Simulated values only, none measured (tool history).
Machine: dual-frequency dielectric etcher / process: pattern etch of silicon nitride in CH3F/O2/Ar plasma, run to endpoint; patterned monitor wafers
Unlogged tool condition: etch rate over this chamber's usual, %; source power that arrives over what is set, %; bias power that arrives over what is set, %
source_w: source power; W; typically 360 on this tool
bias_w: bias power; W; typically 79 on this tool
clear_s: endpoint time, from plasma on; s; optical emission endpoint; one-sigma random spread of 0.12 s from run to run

| run | hour | source_w | bias_w | wafers since the last listed run | hours since the last wet clean | hours since the last source power generator calibration | hours since the last bias power generator calibration | hours since the last upper electrode change | incoming incoming film thickness, nm | clear_s |
|---|---|---|---|---|---|---|---|---|---|---|
| 1 | 0 | 360 | 79 | 0 | 390.6 | 2640.2 | 3546.5 | 3426.7 | 19.52 | 27.2 |
| 2 | 9 | 360 | 79 | 116 | 399.6 | 2649.2 | 3555.5 | 3435.7 | 19.59 | 27.3 |
| 3 | 18 | 360 | 79 | 116 | 408.6 | 2658.2 | 3564.5 | 3444.7 | 19.64 | 27.5 |
| 4 | 24.3 | 360 | 79 | 81 | 414.9 | 2664.5 | 3570.8 | 3451 | 19.43 | 27.2 |
|  | 61.3 | wet clean of the chamber |
| 5 | 61.8 | 360 | 79 | 175 | 0.5 | 2702 | 3608.3 | 3488.5 | 19.47 | 26.1 |
| 6 | 71.2 | 360 | 79 | 122 | 9.9 | 2711.4 | 3617.7 | 3497.9 | 19.57 | 26.3 |
| 7 | 81.6 | 360 | 79 | 134 | 20.3 | 2721.8 | 3628.1 | 3508.3 | 19.55 | 26.4 |
| 8 | 94.8 | 360 | 79 | 171 | 33.5 | 2735 | 3641.3 | 3521.5 | 19.77 | 26.5 |
| 9 | 100.8 | 360 | 63 | 77 | 39.5 | 2741 | 3647.3 | 3527.5 | 19.53 | 27.9 |
|  | 105.2 | source power generator calibrated |
|  | 131.5 | upper electrode replaced |
| 10 | 132 | 360 | 98 | 41 | 70.7 | 26.8 | 3678.5 | 0.5 | 19.41 | 24.8 |
| 11 | 132.3 | 390 | 64 | 3 | 71 | 27.1 | 3678.8 | 0.8 | 19.72 | 27.3 |

Run 12, settings as shown, results not yet in. Your forecast:
| 12 | 132.6 | 410 | 94 | 3 | 71.3 | 27.4 | 3679.1 | 1.1 | 19.75 | ? |

Run 12 came out at clear_s 24 s.
If the tool had no hidden condition, the same run with the same run-to-run variation would have returned clear_s 23.7 s.
